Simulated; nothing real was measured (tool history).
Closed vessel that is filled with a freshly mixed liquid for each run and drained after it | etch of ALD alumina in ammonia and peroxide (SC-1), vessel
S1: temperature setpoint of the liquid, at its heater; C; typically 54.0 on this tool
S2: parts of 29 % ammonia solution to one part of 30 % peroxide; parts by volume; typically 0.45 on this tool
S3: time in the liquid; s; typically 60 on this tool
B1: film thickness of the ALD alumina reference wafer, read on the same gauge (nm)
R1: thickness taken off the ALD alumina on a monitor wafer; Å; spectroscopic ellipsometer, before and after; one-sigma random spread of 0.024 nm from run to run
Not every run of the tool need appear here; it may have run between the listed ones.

run	day	S1	S2	S3	B1	R1
1	0.000	54.0	0.45	85	30.02	85.1
2	2.879	54.0	0.45	60	30.00	60.0
# day 3.317: new drum of ammonia solution connected
3	4.429	54.0	0.45	60	30.03	60.4
4	7.350	50.5	0.35	60	30.01	49.0
5	9.008	50.5	0.35	60	30.06	48.2
6	10.142	54.0	0.30	60	29.99	57.6
# day 11.079: gauge calibrated
7	12.483	54.0	0.30	60	30.02	57.8
8	13.742	56.5	0.25	45	29.99	48.6
9	15.392	54.0	0.45	60	29.93	60.0
# day 15.812: thermometer replaced
# day 20.046: ammonia flow meter replaced
# day 20.421: new drum of ammonia solution connected
10	24.121	54.0	0.60	60	30.03	62.0
11	25.246	54.0	0.45	60	29.97	60.1
12	26.771	54.0	0.45	60	30.00	59.5
13	28.179	54.0	0.40	35	30.00	34.4
14	29.250	61.5	0.35	45	29.99	65.0
15	30.683	57.5	0.35	90	29.97	105.4
16	31.883	54.0	0.45	50	30.05	49.8
17	34.592	54.0	0.45	30	29.99	30.0
# day 35.592: new drum of ammonia solution connected
18	37.504	50.0	0.40	60	30.00	47.8
19	39.925	54.0	0.45	90	30.01	90.3
20	41.138	49.0	0.45	60	29.95	45.8
21	44.012	47.5	0.30	50	29.98	33.7
22	45.096	46.0	0.45	60	29.93	38.6
23	47.538	54.0	0.55	60	29.96	61.2
# day 47.808: ammonia flow meter replaced
24	48.879	46.0	0.45	85	30.01	55.0
25	50.812	50.0	0.55	40	29.95	32.9
26	52.079	54.0	0.45	60	30.03	59.8
# day 54.275: new drum of ammonia solution connected
27	54.704	54.0	0.60	60	30.00	61.5
28	55.775	54.0	0.45	60	30.02	59.9

Forecast each of these 5 alternatives for the next run:
A	55.804	59.5	0.45	60	?	?
B	55.804	58.0	0.45	30	?	?
C	55.804	48.0	0.60	70	?	?
D	55.804	54.0	0.35	60	?	?
E	55.804	61.0	0.45	70	?	?

run	B1	R1
A	30.02	80.3
B	30.02	37.2
C	30.02	52.0
D	30.02	58.8
E	30.02	101.2
With the hidden condition removed and each run's random variation left untouched, the same runs would have given:
run	R1
A	80.3
B	37.2
C	52.0
D	58.8
E	101.2
